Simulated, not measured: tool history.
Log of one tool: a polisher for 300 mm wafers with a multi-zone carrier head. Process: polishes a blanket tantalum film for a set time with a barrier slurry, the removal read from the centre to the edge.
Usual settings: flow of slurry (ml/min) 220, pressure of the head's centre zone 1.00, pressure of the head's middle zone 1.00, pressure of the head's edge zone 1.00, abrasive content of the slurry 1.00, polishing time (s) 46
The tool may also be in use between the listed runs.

run,hour,flow of slurry (ml/min),pressure of the head's centre zone,pressure of the head's middle zone,pressure of the head's edge zone,abrasive content of the slurry,polishing time (s),wafers since the last listed run,wafers polished on this pad,hours since the slurry nozzle was cleaned,hours since the centre zone pressure was calibrated,hours since the edge zone pressure was calibrated,hours since the carrier head's membrane was replaced,"incoming thickness of the incoming film, nm",film removed at the wafer's centre (Å),film removed at mid-radius (Å),film removed at the wafer's edge (Å)
1,0.0,220,1.00,1.00,1.03,1.00,46,0,2729,609.4,177.0,406.4,263.1,211.1,344,343,349
# hour 27.5: slurry nozzle cleaned
2,80.1,220,1.00,1.00,1.09,1.00,46,506,3235,52.6,257.1,486.5,343.2,205.9,351,341,362
3,152.1,220,1.00,1.00,1.09,1.00,46,460,3695,124.6,329.1,558.5,415.2,205.8,342,338,362
4,242.7,160,1.04,1.00,0.97,0.85,46,579,4275,215.2,419.7,649.1,505.8,208.3,324,311,317
# hour 287.9: worn pad replaced by a new one
5,330.1,265,0.96,0.91,1.00,1.00,46,533,270,302.6,507.1,736.5,593.2,208.1,336,323,356
6,389.0,170,1.07,1.06,1.00,0.70,46,376,646,361.5,566.0,795.4,652.1,209.5,322,315,312
7,464.6,220,0.97,1.05,1.00,0.80,46,483,1130,437.1,641.6,871.0,727.7,208.4,333,340,332
8,571.8,220,1.00,1.00,1.00,1.00,46,685,1816,544.3,748.8,978.2,834.9,210.6,358,343,347
# hour 595.1: slurry nozzle cleaned
9,646.9,245,1.00,1.00,1.00,1.00,46,474,2290,51.8,823.9,1053.3,910.0,212.4,362,345,353
10,696.7,220,1.00,1.00,1.00,1.00,46,318,2609,101.6,873.7,1103.1,959.8,208.5,341,342,348
# hour 753.1: carrier head's membrane replaced by a new one
11,776.5,220,1.00,1.00,1.00,1.00,46,478,3087,181.4,953.5,1182.9,23.4,210.4,349,343,348
# hour 836.8: centre zone pressure recalibrated
# hour 914.8: worn pad replaced by a new one
12,924.4,175,1.07,1.00,1.00,1.00,46,907,61,329.3,87.6,1330.8,171.3,210.6,355,327,342
# hour 939.5: edge zone pressure recalibrated
13,1030.8,220,1.00,0.91,1.00,1.00,46,667,729,435.7,194.0,91.3,277.7,213.3,353,316,349
14,1081.8,220,1.00,1.00,1.00,1.00,46,326,1055,486.7,245.0,142.3,328.7,209.7,348,342,351
15,1187.6,285,1.05,0.93,1.00,0.90,46,676,1732,592.5,350.8,248.1,434.5,208.9,364,324,353
# hour 1211.6: slurry nozzle cleaned
16,1249.7,280,1.00,1.00,1.00,0.85,59,390,2123,38.1,412.9,310.2,496.6,207.8,436,429,442
17,1304.0,220,1.00,1.00,1.00,1.10,46,347,2470,92.4,467.2,364.5,550.9,212.8,357,346,352
18,1404.1,220,1.00,1.00,1.00,1.00,52,640,3111,192.5,567.3,464.6,651.0,207.7,398,388,395
19,1499.2,220,1.00,1.00,1.00,1.25,46,608,3719,287.6,662.4,559.7,746.1,209.2,366,356,361
# hour 1562.8: worn pad replaced by a new one
20,1567.3,220,0.96,1.00,0.94,1.00,46,410,28,355.7,730.5,627.8,814.2,207.4,335,343,338
# hour 1658.1: carrier head's membrane replaced by a new one
21,1673.4,255,1.03,1.00,0.92,1.00,34,646,675,461.8,836.6,733.9,15.3,210.4,271,255,248
22,1763.9,220,1.00,1.00,1.00,1.00,33,578,1254,552.3,927.1,824.4,105.8,211.5,251,244,249

Forecast each of these 3 alternatives for the next run:
A,1764.3,220,1.00,1.00,1.00,1.00,46,2,1257,552.7,927.5,824.8,106.2,209.1,?,?,?
B,1764.3,165,1.00,0.94,1.00,1.25,51,2,1257,552.7,927.5,824.8,106.2,209.1,?,?,?
C,1764.3,220,1.00,1.00,1.12,1.10,46,2,1257,552.7,927.5,824.8,106.2,209.1,?,?,?

run,film removed at the wafer's centre (Å),film removed at mid-radius (Å),film removed at the wafer's edge (Å)
A,343,341,351
B,377,358,394
C,350,348,378
Without the tool's hidden state the same runs would have given:
run,film removed at the wafer's centre (Å),film removed at mid-radius (Å),film removed at the wafer's edge (Å)
A,343,341,351
B,377,358,394
C,350,348,378

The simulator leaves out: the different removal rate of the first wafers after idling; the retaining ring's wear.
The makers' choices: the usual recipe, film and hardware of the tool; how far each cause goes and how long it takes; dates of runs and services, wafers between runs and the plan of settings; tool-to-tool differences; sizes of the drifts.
